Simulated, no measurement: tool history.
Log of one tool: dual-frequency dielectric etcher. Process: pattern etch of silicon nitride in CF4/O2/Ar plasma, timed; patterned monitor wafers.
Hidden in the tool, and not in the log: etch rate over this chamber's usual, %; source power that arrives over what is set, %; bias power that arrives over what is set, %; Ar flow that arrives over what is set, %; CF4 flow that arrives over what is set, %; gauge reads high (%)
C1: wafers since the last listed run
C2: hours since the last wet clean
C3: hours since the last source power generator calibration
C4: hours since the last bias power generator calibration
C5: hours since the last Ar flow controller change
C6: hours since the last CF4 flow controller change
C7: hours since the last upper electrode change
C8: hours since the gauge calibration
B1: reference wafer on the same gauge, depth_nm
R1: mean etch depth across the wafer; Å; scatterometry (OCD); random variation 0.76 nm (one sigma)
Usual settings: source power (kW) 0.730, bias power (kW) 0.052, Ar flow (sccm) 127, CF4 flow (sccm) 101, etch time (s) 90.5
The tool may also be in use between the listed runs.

Run 1, day 0.000: usual settings; C1 0; C2 192.5; C3 582.4; C4 459.0; C5 2540.5; C6 3085.3; C7 71.2; C8 133.6; B1 190.1. Result: R1 2319 Å.
Run 2, day 2.217: usual settings but source power (kW) 0.660; C1 808; C2 245.7; C3 635.6; C4 512.2; C5 2593.7; C6 3138.5; C7 124.4; C8 186.8; B1 190.2. Result: R1 2087 Å.
Run 3, day 5.525: usual settings but Ar flow (sccm) 149, CF4 flow (sccm) 113; C1 1207; C2 325.1; C3 715.0; C4 591.6; C5 2673.1; C6 3217.9; C7 203.8; C8 266.2; B1 190.0. Result: R1 2310 Å.
Run 4, day 10.246: usual settings; C1 1722; C2 438.4; C3 828.3; C4 704.9; C5 2786.4; C6 3331.2; C7 317.1; C8 379.5; B1 190.0. Result: R1 2330 Å.
At day 13.708: wet clean of the chamber.
Run 5, day 16.946: usual settings but source power (kW) 0.610, bias power (kW) 0.063, CF4 flow (sccm) 112; C1 2079; C2 77.7; C3 989.1; C4 865.7; C5 2947.2; C6 3492.0; C7 477.9; C8 540.3; B1 189.8. Result: R1 2095 Å.
Run 6, day 20.696: usual settings; C1 1368; C2 167.7; C3 1079.1; C4 955.7; C5 3037.2; C6 3582.0; C7 567.9; C8 630.3; B1 190.0. Result: R1 2344 Å.
Run 7, day 22.733: usual settings but etch time (s) 116.5; C1 743; C2 216.6; C3 1128.0; C4 1004.6; C5 3086.1; C6 3630.9; C7 616.8; C8 679.2; B1 190.0. Result: R1 3014 Å.
Run 8, day 26.983: usual settings but bias power (kW) 0.041, CF4 flow (sccm) 108, etch time (s) 102.0; C1 1550; C2 318.6; C3 1230.0; C4 1106.6; C5 3188.1; C6 3732.9; C7 718.8; C8 781.2; B1 190.1. Result: R1 2469 Å.
Run 9, day 28.958: usual settings but CF4 flow (sccm) 122, etch time (s) 76.0; C1 720; C2 366.0; C3 1277.4; C4 1154.0; C5 3235.5; C6 3780.3; C7 766.2; C8 828.6; B1 189.9. Result: R1 2026 Å.
At day 31.071: Ar flow controller replaced.
Run 10, day 31.092: usual settings but bias power (kW) 0.063, Ar flow (sccm) 96, CF4 flow (sccm) 126, etch time (s) 98.5; C1 687; C2 417.2; C3 1328.6; C4 1205.2; C5 0.5; C6 3831.5; C7 817.4; C8 879.8; B1 190.0. Result: R1 2947 Å.
At day 31.579: CF4 flow controller replaced.
Run 11, day 33.375: usual settings but source power (kW) 0.860, Ar flow (sccm) 146; C1 741; C2 472.0; C3 1383.4; C4 1260.0; C5 55.3; C6 43.1; C7 872.2; C8 934.6; B1 190.0. Result: R1 2746 Å.
Run 12, day 36.304: usual settings but bias power (kW) 0.058, Ar flow (sccm) 116, CF4 flow (sccm) 114; C1 1068; C2 542.3; C3 1453.7; C4 1330.3; C5 125.6; C6 113.4; C7 942.5; C8 1004.9; B1 190.4. Result: R1 2536 Å.
At day 38.200: wet clean of the chamber.
Run 13, day 38.588: usual settings but source power (kW) 0.650, CF4 flow (sccm) 112; C1 468; C2 9.3; C3 1508.5; C4 1385.1; C5 180.4; C6 168.2; C7 997.3; C8 1059.7; B1 190.0. Result: R1 2128 Å.
Run 14, day 41.362: usual settings but Ar flow (sccm) 154, CF4 flow (sccm) 86; C1 1012; C2 75.9; C3 1575.1; C4 1451.7; C5 247.0; C6 234.8; C7 1063.9; C8 1126.3; B1 189.9. Result: R1 2223 Å.
Run 15, day 44.567: usual settings but source power (kW) 0.600, Ar flow (sccm) 157, CF4 flow (sccm) 113; C1 1169; C2 152.8; C3 1652.0; C4 1528.6; C5 323.9; C6 311.7; C7 1140.8; C8 1203.2; B1 190.2. Result: R1 1881 Å.
Run 16, day 48.692: usual settings but Ar flow (sccm) 97, CF4 flow (sccm) 110; C1 1505; C2 251.8; C3 1751.0; C4 1627.6; C5 422.9; C6 410.7; C7 1239.8; C8 1302.2; B1 190.1. Result: R1 2523 Å.
Run 17, day 52.529: usual settings but Ar flow (sccm) 156, CF4 flow (sccm) 122; C1 1400; C2 343.9; C3 1843.1; C4 1719.7; C5 515.0; C6 502.8; C7 1331.9; C8 1394.3; B1 189.7. Result: R1 2358 Å.
Run 18, day 54.646: usual settings but bias power (kW) 0.063, etch time (s) 70.5; C1 772; C2 394.7; C3 1893.9; C4 1770.5; C5 565.8; C6 553.6; C7 1382.7; C8 1445.1; B1 190.2. Result: R1 1976 Å.
Run 19, day 57.946: usual settings but source power (kW) 0.610; C1 1204; C2 473.9; C3 1973.1; C4 1849.7; C5 645.0; C6 632.8; C7 1461.9; C8 1524.3; B1 189.7. Result: R1 1962 Å.
Run 20, day 61.392: usual settings but etch time (s) 116.5; C1 1257; C2 556.6; C3 2055.8; C4 1932.4; C5 727.7; C6 715.5; C7 1544.6; C8 1607.0; B1 190.1. Result: R1 3049 Å.

Measured less the same run without the tool's hidden state. The same run-to-run variation is in both; the gauge's scatter may not be:
run    R1
  1   +62
  2   +59
  3   +69
  4   +76
  5   +75
  6   +87
  7  +115
  8   +98
  9   +83
 10  +122
 11  +115
 12  +109
 13   +93
 14   +97
 15   +85
 16  +118
 17  +111
 18   +94
 19   +94
 20  +149
